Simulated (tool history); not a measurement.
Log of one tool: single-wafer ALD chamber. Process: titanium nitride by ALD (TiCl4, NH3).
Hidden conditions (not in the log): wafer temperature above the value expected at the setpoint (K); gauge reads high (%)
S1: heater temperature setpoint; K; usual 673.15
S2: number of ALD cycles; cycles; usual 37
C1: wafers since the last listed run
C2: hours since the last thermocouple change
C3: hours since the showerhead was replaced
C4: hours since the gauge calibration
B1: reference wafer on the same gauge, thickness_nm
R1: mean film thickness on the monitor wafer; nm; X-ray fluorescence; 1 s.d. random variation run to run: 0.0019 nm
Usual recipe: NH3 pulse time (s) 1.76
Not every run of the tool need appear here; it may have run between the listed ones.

run 1 day=0 | S1=673.15 S2=37 NH3_pulse_time_(s)=1.76 | C1=0 C2=1336 C3=3340.2 C4=1073.1 | B1=0.702 | R1=0.756
run 2 day=2.742 | S1=673.15 S2=37 NH3_pulse_time_(s)=1.76 | C1=445 C2=1401.8 C3=3406 C4=1138.9 | B1=0.702 | R1=0.758
run 3 day=5.154 | S1=673.15 S2=37 NH3_pulse_time_(s)=1.76 | C1=392 C2=1459.7 C3=3463.9 C4=1196.8 | B1=0.701 | R1=0.754
run 4 day=8.083 | S1=673.15 S2=37 NH3_pulse_time_(s)=1.76 | C1=476 C2=1530 C3=3534.2 C4=1267.1 | B1=0.701 | R1=0.753
run 5 day=9.783 | S1=673.15 S2=37 NH3_pulse_time_(s)=1.5 | C1=276 C2=1570.8 C3=3575 C4=1307.9 | B1=0.701 | R1=0.748
run 6 day=13.546 | S1=673.15 S2=37 NH3_pulse_time_(s)=1.5 | C1=611 C2=1661.1 C3=3665.3 C4=1398.2 | B1=0.7 | R1=0.751
run 7 day=16.45 | S1=673.15 S2=37 NH3_pulse_time_(s)=1.5 | C1=472 C2=1730.8 C3=3735 C4=1467.9 | B1=0.701 | R1=0.748
run 8 day=20.567 | S1=673.15 S2=37 NH3_pulse_time_(s)=1.76 | C1=669 C2=1829.6 C3=3833.8 C4=1566.7 | B1=0.701 | R1=0.759
run 9 day=22.521 | S1=673.15 S2=37 NH3_pulse_time_(s)=1.76 | C1=317 C2=1876.5 C3=3880.7 C4=1613.6 | B1=0.701 | R1=0.753
-- day=24.146 gauge calibrated
run 10 day=24.6 | S1=673.15 S2=37 NH3_pulse_time_(s)=1.76 | C1=338 C2=1926.4 C3=3930.6 C4=10.9 | B1=0.721 | R1=0.779
run 11 day=28.462 | S1=673.15 S2=37 NH3_pulse_time_(s)=1.76 | C1=628 C2=2019.1 C3=4023.3 C4=103.6 | B1=0.719 | R1=0.775
-- day=30.775 thermocouple changed; heater temperature recalibrated
run 12 day=30.967 | S1=673.15 S2=37 NH3_pulse_time_(s)=1.76 | C1=352 C2=4.6 C3=4083.4 C4=163.7 | B1=0.717 | R1=0.771
run 13 day=34.475 | S1=673.15 S2=37 NH3_pulse_time_(s)=1.76 | C1=570 C2=88.8 C3=4167.6 C4=247.9 | B1=0.713 | R1=0.77
run 14 day=37.662 | S1=658.15 S2=30 NH3_pulse_time_(s)=2.28 | C1=518 C2=165.3 C3=4244.1 C4=324.4 | B1=0.712 | R1=0.622
-- day=38.896 showerhead replaced
run 15 day=39.721 | S1=662.15 S2=35 NH3_pulse_time_(s)=2.15 | C1=280 C2=214.7 C3=19.8 C4=373.8 | B1=0.71 | R1=0.725
run 16 day=43.225 | S1=664.15 S2=35 NH3_pulse_time_(s)=1.76 | C1=569 C2=298.8 C3=103.9 C4=457.9 | B1=0.709 | R1=0.715
run 17 day=47.588 | S1=673.15 S2=37 NH3_pulse_time_(s)=1.76 | C1=709 C2=403.5 C3=208.6 C4=562.6 | B1=0.708 | R1=0.764
run 18 day=51.008 | S1=673.15 S2=43 NH3_pulse_time_(s)=1.76 | C1=556 C2=485.6 C3=290.7 C4=644.7 | B1=0.707 | R1=0.886
run 19 day=52.562 | S1=673.15 S2=31 NH3_pulse_time_(s)=2.37 | C1=252 C2=522.9 C3=328 C4=682 | B1=0.705 | R1=0.645
run 20 day=54.675 | S1=673.15 S2=35 NH3_pulse_time_(s)=1.76 | C1=343 C2=573.6 C3=378.7 C4=732.7 | B1=0.705 | R1=0.717
run 21 day=58.688 | S1=678.15 S2=37 NH3_pulse_time_(s)=1.76 | C1=652 C2=669.9 C3=475 C4=829 | B1=0.704 | R1=0.762
run 22 day=61.592 | S1=663.15 S2=37 NH3_pulse_time_(s)=2.06 | C1=472 C2=739.6 C3=544.7 C4=898.7 | B1=0.703 | R1=0.759
run 23 day=64.35 | S1=681.15 S2=37 NH3_pulse_time_(s)=2.08 | C1=448 C2=805.8 C3=610.9 C4=964.9 | B1=0.703 | R1=0.768
run 24 day=66.975 | S1=682.15 S2=37 NH3_pulse_time_(s)=1.76 | C1=426 C2=868.8 C3=673.9 C4=1027.9 | B1=0.703 | R1=0.763
run 25 day=70.217 | S1=668.15 S2=37 NH3_pulse_time_(s)=2.07 | C1=527 C2=946.6 C3=751.7 C4=1105.7 | B1=0.703 | R1=0.758
run 26 day=74.179 | S1=673.15 S2=37 NH3_pulse_time_(s)=1.76 | C1=644 C2=1041.7 C3=846.8 C4=1200.8 | B1=0.702 | R1=0.758
run 27 day=76.958 | S1=679.15 S2=37 NH3_pulse_time_(s)=2.05 | C1=451 C2=1108.4 C3=913.5 C4=1267.5 | B1=0.702 | R1=0.768

Measured minus without-hidden-state, run by run (identical run-to-run variation in each term; gauge scatter may differ):
run=1 R1=-0.02
run=2 R1=-0.019
run=3 R1=-0.02
run=4 R1=-0.02
run=5 R1=-0.02
run=6 R1=-0.021
run=7 R1=-0.02
run=8 R1=-0.021
run=9 R1=-0.021
run=10 R1=+0.002
run=11 R1=-0.003
run=12 R1=-0.005
run=13 R1=-0.007
run=14 R1=-0.008
run=15 R1=-0.01
run=16 R1=-0.012
run=17 R1=-0.014
run=18 R1=-0.018
run=19 R1=-0.013
run=20 R1=-0.015
run=21 R1=-0.017
run=22 R1=-0.018
run=23 R1=-0.018
run=24 R1=-0.019
run=25 R1=-0.019
run=26 R1=-0.019
run=27 R1=-0.02
